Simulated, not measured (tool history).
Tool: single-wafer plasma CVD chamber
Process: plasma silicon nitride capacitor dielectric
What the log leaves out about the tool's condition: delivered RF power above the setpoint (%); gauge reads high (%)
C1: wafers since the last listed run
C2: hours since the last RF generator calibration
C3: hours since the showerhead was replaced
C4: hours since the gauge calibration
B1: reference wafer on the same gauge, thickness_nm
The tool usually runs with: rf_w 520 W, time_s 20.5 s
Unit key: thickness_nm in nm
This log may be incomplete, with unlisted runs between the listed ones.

{"run": 1, "day": 0.0, "rf_w": 520, "time_s": 20.5, "C1": 0, "C2": 1389.1, "C3": 6873.4, "C4": 93.7, "B1": 26.409, "thickness_nm": 30.159}
{"run": 2, "day": 0.567, "rf_w": 520, "time_s": 20.5, "C1": 304, "C2": 1402.7, "C3": 6887, "C4": 107.3, "B1": 26.481, "thickness_nm": 30.288}
{"run": 3, "day": 1.567, "rf_w": 520, "time_s": 20.5, "C1": 537, "C2": 1426.7, "C3": 6911, "C4": 131.3, "B1": 26.508, "thickness_nm": 30.516}
{"run": 4, "day": 2.804, "rf_w": 595, "time_s": 20.5, "C1": 665, "C2": 1456.4, "C3": 6940.7, "C4": 161, "B1": 26.48, "thickness_nm": 31.296}
{"run": 5, "day": 4.171, "rf_w": 595, "time_s": 20.5, "C1": 735, "C2": 1489.2, "C3": 6973.5, "C4": 193.8, "B1": 26.562, "thickness_nm": 31.501}
{"run": 6, "day": 5.375, "rf_w": 595, "time_s": 20.5, "C1": 647, "C2": 1518.1, "C3": 7002.4, "C4": 222.7, "B1": 26.563, "thickness_nm": 31.769}
{"run": 7, "day": 6.662, "rf_w": 520, "time_s": 20.5, "C1": 692, "C2": 1549, "C3": 7033.3, "C4": 253.6, "B1": 26.609, "thickness_nm": 30.328}
{"run": 8, "day": 7.421, "rf_w": 520, "time_s": 20.5, "C1": 407, "C2": 1567.2, "C3": 7051.5, "C4": 271.8, "B1": 26.615, "thickness_nm": 30.46}
{"run": 9, "day": 8.188, "rf_w": 520, "time_s": 20.5, "C1": 412, "C2": 1585.6, "C3": 7069.9, "C4": 290.2, "B1": 26.593, "thickness_nm": 30.378}
{"day": 8.646, "done": "showerhead replaced"}
{"run": 10, "day": 8.867, "rf_w": 520, "time_s": 20.5, "C1": 186, "C2": 1601.9, "C3": 5.3, "C4": 306.5, "B1": 26.618, "thickness_nm": 30.565}
{"run": 11, "day": 9.696, "rf_w": 520, "time_s": 20.5, "C1": 446, "C2": 1621.8, "C3": 25.2, "C4": 326.4, "B1": 26.577, "thickness_nm": 30.516}
{"run": 12, "day": 10.292, "rf_w": 520, "time_s": 20.5, "C1": 320, "C2": 1636.1, "C3": 39.5, "C4": 340.7, "B1": 26.659, "thickness_nm": 30.534}
{"run": 13, "day": 11.758, "rf_w": 520, "time_s": 17.9, "C1": 788, "C2": 1671.3, "C3": 74.7, "C4": 375.9, "B1": 26.613, "thickness_nm": 26.614}
{"day": 12.196, "done": "gauge calibrated"}
{"run": 14, "day": 12.633, "rf_w": 595, "time_s": 20.5, "C1": 470, "C2": 1692.3, "C3": 95.7, "C4": 10.5, "B1": 26.249, "thickness_nm": 30.914}
{"run": 15, "day": 14.112, "rf_w": 595, "time_s": 20.5, "C1": 795, "C2": 1727.8, "C3": 131.2, "C4": 46, "B1": 26.348, "thickness_nm": 31.105}
{"run": 16, "day": 14.662, "rf_w": 615, "time_s": 16.7, "C1": 295, "C2": 1741, "C3": 144.4, "C4": 59.2, "B1": 26.367, "thickness_nm": 25.675}
{"run": 17, "day": 15.517, "rf_w": 430, "time_s": 16.8, "C1": 459, "C2": 1761.5, "C3": 164.9, "C4": 79.7, "B1": 26.399, "thickness_nm": 23.529}
{"run": 18, "day": 16.792, "rf_w": 415, "time_s": 17.7, "C1": 685, "C2": 1792.1, "C3": 195.5, "C4": 110.3, "B1": 26.449, "thickness_nm": 24.657}
{"day": 17.358, "done": "RF generator calibrated"}
{"run": 19, "day": 17.55, "rf_w": 625, "time_s": 17.5, "C1": 228, "C2": 4.6, "C3": 213.7, "C4": 128.5, "B1": 26.538, "thickness_nm": 27.373}
{"run": 20, "day": 18.692, "rf_w": 590, "time_s": 22.2, "C1": 614, "C2": 32, "C3": 241.1, "C4": 155.9, "B1": 26.514, "thickness_nm": 34.06}
{"run": 21, "day": 19.333, "rf_w": 520, "time_s": 20.5, "C1": 345, "C2": 47.4, "C3": 256.5, "C4": 171.3, "B1": 26.48, "thickness_nm": 30.38}
{"run": 22, "day": 20.067, "rf_w": 610, "time_s": 23.3, "C1": 394, "C2": 65, "C3": 274.1, "C4": 188.9, "B1": 26.53, "thickness_nm": 36.087}
{"run": 23, "day": 20.921, "rf_w": 570, "time_s": 17.3, "C1": 459, "C2": 85.5, "C3": 294.6, "C4": 209.4, "B1": 26.596, "thickness_nm": 26.462}
{"run": 24, "day": 24.921, "rf_w": 520, "time_s": 20.5, "C1": 2151, "C2": 181.5, "C3": 390.6, "C4": 305.4, "B1": 26.585, "thickness_nm": 30.203}
{"run": 25, "day": 25.642, "rf_w": 595, "time_s": 20.5, "C1": 387, "C2": 198.8, "C3": 407.9, "C4": 322.7, "B1": 26.55, "thickness_nm": 31.46}
{"run": 26, "day": 26.267, "rf_w": 465, "time_s": 20.5, "C1": 336, "C2": 213.8, "C3": 422.9, "C4": 337.7, "B1": 26.605, "thickness_nm": 29.69}
{"run": 27, "day": 27.462, "rf_w": 460, "time_s": 17, "C1": 643, "C2": 242.5, "C3": 451.6, "C4": 366.4, "B1": 26.647, "thickness_nm": 24.363}

How would selected steps in thickness_nm from run to run divide? Give the signed amount a tool lacking its hidden state would still show from settings, what came in and random variation, and the signed amount left for the hidden state, including any gauge scatter that is not in both of the compared results.
Run 13 -> 14: rf_w 520 -> 595, time_s 17.9 -> 20.5, gauge calibrated. thickness_nm +4.3 nm: hidden state -0.381, all else +4.681.
Run 14 -> 15: nothing adjusted, nothing logged. thickness_nm +0.191 nm: hidden state +0.112, all else +0.079.
Run 19 -> 20: rf_w 625 -> 590, time_s 17.5 -> 22.2. thickness_nm +6.687 nm: hidden state +0.109, all else +6.578.
Run 22 -> 23: rf_w 610 -> 570, time_s 23.3 -> 17.3. thickness_nm -9.625 nm: hidden state -0.106, all else -9.519.

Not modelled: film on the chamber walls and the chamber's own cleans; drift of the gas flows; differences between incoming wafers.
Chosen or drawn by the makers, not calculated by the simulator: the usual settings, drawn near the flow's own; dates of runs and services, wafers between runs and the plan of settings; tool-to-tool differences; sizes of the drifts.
